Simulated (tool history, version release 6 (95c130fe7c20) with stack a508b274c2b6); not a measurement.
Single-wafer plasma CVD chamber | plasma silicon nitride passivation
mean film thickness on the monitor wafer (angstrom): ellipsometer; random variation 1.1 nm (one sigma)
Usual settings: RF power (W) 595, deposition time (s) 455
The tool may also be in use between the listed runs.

| run | hour | RF power (W) | deposition time (s) | wafers since the last listed run | hours since the last RF generator calibration | hours since the showerhead was replaced | hours since the gauge calibration | read-back reference wafer on the same gauge, thickness_nm | mean film thickness on the monitor wafer (angstrom) |
|---|---|---|---|---|---|---|---|---|---|
| 1 | 0.0 | 630 | 455 | 0 | 1776.2 | 2363.0 | 11.6 | 654.905 | 7111.37 |
| 2 | 35.0 | 630 | 455 | 126 | 1811.2 | 2398.0 | 46.6 | 654.987 | 7086.37 |
| 3 | 66.2 | 630 | 455 | 112 | 1842.4 | 2429.2 | 77.8 | 655.028 | 7099.27 |
| 4 | 82.1 | 670 | 455 | 57 | 1858.3 | 2445.1 | 93.7 | 655.121 | 7200.49 |
| 5 | 97.2 | 670 | 455 | 54 | 1873.4 | 2460.2 | 108.8 | 654.933 | 7195.69 |
| 6 | 109.7 | 670 | 455 | 45 | 1885.9 | 2472.7 | 121.3 | 654.795 | 7183.45 |
| 7 | 141.3 | 595 | 455 | 114 | 1917.5 | 2504.3 | 152.9 | 654.725 | 7031.23 |
| 8 | 164.5 | 625 | 455 | 83 | 1940.7 | 2527.5 | 176.1 | 654.754 | 7107.82 |
| 9 | 193.1 | 625 | 455 | 103 | 1969.3 | 2556.1 | 204.7 | 654.929 | 7106.30 |
| 10 | 205.4 | 625 | 455 | 44 | 1981.6 | 2568.4 | 217.0 | 655.217 | 7104.12 |
| 11 | 236.6 | 595 | 455 | 112 | 2012.8 | 2599.6 | 248.2 | 655.238 | 7031.05 |
| 12 | 251.0 | 595 | 455 | 52 | 2027.2 | 2614.0 | 262.6 | 655.085 | 7032.34 |
|  | 265.6 | RF generator calibrated |
| 13 | 282.8 | 595 | 455 | 86 | 17.2 | 2645.8 | 294.4 | 655.038 | 6964.26 |
| 14 | 296.6 | 555 | 428 | 49 | 31.0 | 2659.6 | 308.2 | 654.826 | 6461.57 |
|  | 312.4 | gauge calibrated |
| 15 | 316.5 | 595 | 455 | 71 | 50.9 | 2679.5 | 4.1 | 655.206 | 6966.66 |
| 16 | 340.2 | 595 | 455 | 85 | 74.6 | 2703.2 | 27.8 | 654.843 | 6966.86 |
| 17 | 362.7 | 660 | 494 | 81 | 97.1 | 2725.7 | 50.3 | 654.934 | 7721.13 |
|  | 397.0 | RF generator calibrated, repeated, since the last time left the tool worse |
| 18 | 397.5 | 690 | 455 | 96 | 0.5 | 2760.5 | 85.1 | 654.994 | 7317.84 |
|  | 443.2 | showerhead replaced |
| 19 | 471.7 | 675 | 521 | 239 | 74.7 | 28.5 | 159.3 | 654.854 | 8359.58 |
| 20 | 486.4 | 480 | 415 | 53 | 89.4 | 43.2 | 174.0 | 654.941 | 6231.38 |
| 21 | 509.6 | 595 | 455 | 83 | 112.6 | 66.4 | 197.2 | 655.056 | 7083.67 |
| 22 | 529.7 | 630 | 455 | 72 | 132.7 | 86.5 | 217.3 | 654.857 | 7168.86 |
| 23 | 544.1 | 510 | 397 | 52 | 147.1 | 100.9 | 231.7 | 654.893 | 6022.21 |
| 24 | 638.9 | 690 | 429 | 342 | 241.9 | 195.7 | 326.5 | 654.871 | 6889.44 |
|  | 647.7 | gauge calibrated |
| 25 | 662.7 | 485 | 490 | 86 | 265.7 | 219.5 | 15.0 | 654.968 | 7353.80 |
| 26 | 691.4 | 490 | 455 | 103 | 294.4 | 248.2 | 43.7 | 655.055 | 6835.41 |

How the hidden state differs across the entries between the runs, from the last listed run before each to the first after it:
Between runs 12 and 13: RF generator calibrated (hour 265.6)
  delivered RF power above the setpoint (%): -5.27 -> -9.66
  measured less the result without the state, mean film thickness on the monitor wafer (angstrom): -75.80 -> -140.41
Between runs 14 and 15: gauge calibrated (hour 312.4)
  delivered RF power above the setpoint (%): -9.76 -> -9.9
  measured less the result without the state, mean film thickness on the monitor wafer (angstrom): -131.66 -> -144.07
Between runs 17 and 18: RF generator calibrated, repeated, since the last time left the tool worse (hour 397.0)
  delivered RF power above the setpoint (%): -10.2 -> -0.0273
  measured less the result without the state, mean film thickness on the monitor wafer (angstrom): -164.88 -> -0.40
Between runs 18 and 19: showerhead replaced (hour 443.2)
  delivered RF power above the setpoint (%): -0.0273 -> -0.547
  measured less the result without the state, mean film thickness on the monitor wafer (angstrom): -0.40 -> -9.17
Between runs 24 and 25: gauge calibrated (hour 647.7)
  delivered RF power above the setpoint (%): -1.54 -> -1.67
  measured less the result without the state, mean film thickness on the monitor wafer (angstrom): -21.41 -> -24.71
